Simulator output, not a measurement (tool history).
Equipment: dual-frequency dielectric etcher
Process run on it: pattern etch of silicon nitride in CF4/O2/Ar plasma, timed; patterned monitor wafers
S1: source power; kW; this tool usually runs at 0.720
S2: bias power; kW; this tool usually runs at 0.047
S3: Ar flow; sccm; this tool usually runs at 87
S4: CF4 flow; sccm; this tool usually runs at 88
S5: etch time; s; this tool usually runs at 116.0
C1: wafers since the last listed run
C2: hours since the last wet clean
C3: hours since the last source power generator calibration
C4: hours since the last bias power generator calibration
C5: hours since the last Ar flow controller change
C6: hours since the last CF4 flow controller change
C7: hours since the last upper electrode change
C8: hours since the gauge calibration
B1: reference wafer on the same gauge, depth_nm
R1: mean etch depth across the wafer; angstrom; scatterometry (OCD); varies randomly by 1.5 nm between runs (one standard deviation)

run 1 hour=0.0 | S1=0.720 S2=0.047 S3=87 S4=88 S5=116.0 | C1=0 C2=455.4 C3=2258.7 C4=3308.5 C5=5819.3 C6=4831.2 C7=3973.1 C8=62.7 | B1=269.6 | R1=2773
run 2 hour=13.6 | S1=0.720 S2=0.047 S3=87 S4=88 S5=116.0 | C1=175 C2=469.0 C3=2272.3 C4=3322.1 C5=5832.9 C6=4844.8 C7=3986.7 C8=76.3 | B1=269.1 | R1=2744
run 3 hour=37.7 | S1=0.720 S2=0.047 S3=87 S4=88 S5=92.5 | C1=311 C2=493.1 C3=2296.4 C4=3346.2 C5=5857.0 C6=4868.9 C7=4010.8 C8=100.4 | B1=268.8 | R1=2196
run 4 hour=45.3 | S1=0.720 S2=0.047 S3=87 S4=88 S5=92.5 | C1=98 C2=500.7 C3=2304.0 C4=3353.8 C5=5864.6 C6=4876.5 C7=4018.4 C8=108.0 | B1=269.1 | R1=2196
run 5 hour=56.6 | S1=0.720 S2=0.055 S3=98 S4=88 S5=116.0 | C1=146 C2=512.0 C3=2315.3 C4=3365.1 C5=5875.9 C6=4887.8 C7=4029.7 C8=119.3 | B1=269.0 | R1=2923
run 6 hour=65.1 | S1=0.720 S2=0.055 S3=98 S4=88 S5=116.0 | C1=109 C2=520.5 C3=2323.8 C4=3373.6 C5=5884.4 C6=4896.3 C7=4038.2 C8=127.8 | B1=269.0 | R1=2956
-- hour=89.3 gauge calibrated
-- hour=95.1 Ar flow controller replaced
-- hour=106.4 upper electrode replaced
run 7 hour=106.9 | S1=0.720 S2=0.055 S3=98 S4=88 S5=116.0 | C1=317 C2=562.3 C3=2365.6 C4=3415.4 C5=11.8 C6=4938.1 C7=0.5 C8=17.6 | B1=268.9 | R1=2922
run 8 hour=107.2 | S1=0.720 S2=0.047 S3=87 S4=88 S5=116.0 | C1=3 C2=562.6 C3=2365.9 C4=3415.7 C5=12.1 C6=4938.4 C7=0.8 C8=17.9 | B1=268.8 | R1=2741
run 9 hour=107.8 | S1=0.720 S2=0.047 S3=87 S4=88 S5=116.0 | C1=7 C2=563.2 C3=2366.5 C4=3416.3 C5=12.7 C6=4939.0 C7=1.4 C8=18.5 | B1=268.8 | R1=2742
run 10 hour=123.6 | S1=0.830 S2=0.047 S3=87 S4=88 S5=116.0 | C1=204 C2=579.0 C3=2382.3 C4=3432.1 C5=28.5 C6=4954.8 C7=17.2 C8=34.3 | B1=268.7 | R1=3159
-- hour=129.9 CF4 flow controller replaced
run 11 hour=139.3 | S1=0.720 S2=0.047 S3=66 S4=80 S5=116.0 | C1=125 C2=594.7 C3=2398.0 C4=3447.8 C5=44.2 C6=9.4 C7=32.9 C8=50.0 | B1=268.9 | R1=2792
run 12 hour=147.4 | S1=0.660 S2=0.037 S3=87 S4=88 S5=116.0 | C1=104 C2=602.8 C3=2406.1 C4=3455.9 C5=52.3 C6=17.5 C7=41.0 C8=58.1 | B1=268.9 | R1=2170
run 13 hour=156.6 | S1=0.720 S2=0.055 S3=98 S4=88 S5=116.0 | C1=118 C2=612.0 C3=2415.3 C4=3465.1 C5=61.5 C6=26.7 C7=50.2 C8=67.3 | B1=269.2 | R1=2919
-- hour=174.6 source power generator calibrated
-- hour=183.3 wet clean of the chamber
run 14 hour=183.8 | S1=0.720 S2=0.038 S3=87 S4=88 S5=86.0 | C1=187 C2=0.5 C3=9.2 C4=3492.3 C5=88.7 C6=53.9 C7=77.4 C8=94.5 | B1=269.1 | R1=1875
run 15 hour=184.1 | S1=0.820 S2=0.047 S3=87 S4=88 S5=116.0 | C1=3 C2=0.8 C3=9.5 C4=3492.6 C5=89.0 C6=54.2 C7=77.7 C8=94.8 | B1=268.9 | R1=3256
-- hour=189.6 bias power generator calibrated
run 16 hour=197.7 | S1=0.720 S2=0.047 S3=106 S4=88 S5=116.0 | C1=124 C2=14.4 C3=23.1 C4=8.1 C5=102.6 C6=67.8 C7=91.3 C8=108.4 | B1=268.8 | R1=2784
run 17 hour=215.4 | S1=0.720 S2=0.047 S3=87 S4=99 S5=83.0 | C1=228 C2=32.1 C3=40.8 C4=25.8 C5=120.3 C6=85.5 C7=109.0 C8=126.1 | B1=269.1 | R1=2083
run 18 hour=226.4 | S1=0.720 S2=0.047 S3=100 S4=95 S5=134.5 | C1=142 C2=43.1 C3=51.8 C4=36.8 C5=131.3 C6=96.5 C7=120.0 C8=137.1 | B1=269.1 | R1=3276
run 19 hour=233.9 | S1=0.720 S2=0.047 S3=68 S4=102 S5=104.0 | C1=96 C2=50.6 C3=59.3 C4=44.3 C5=138.8 C6=104.0 C7=127.5 C8=144.6 | B1=268.9 | R1=2696

Run 20 is up next; what results do you expect?
run 20 hour=242.7 | S1=0.560 S2=0.037 S3=87 S4=78 S5=93.0 | C1=113 C2=59.4 C3=68.1 C4=53.1 C5=147.6 C6=112.8 C7=136.3 C8=153.4 | B1=? | R1=?

{"run 20": {"B1": 269.3, "R1": 1497}}
Had the tool carried no hidden state, the very same run would have given R1 1510 angstrom.
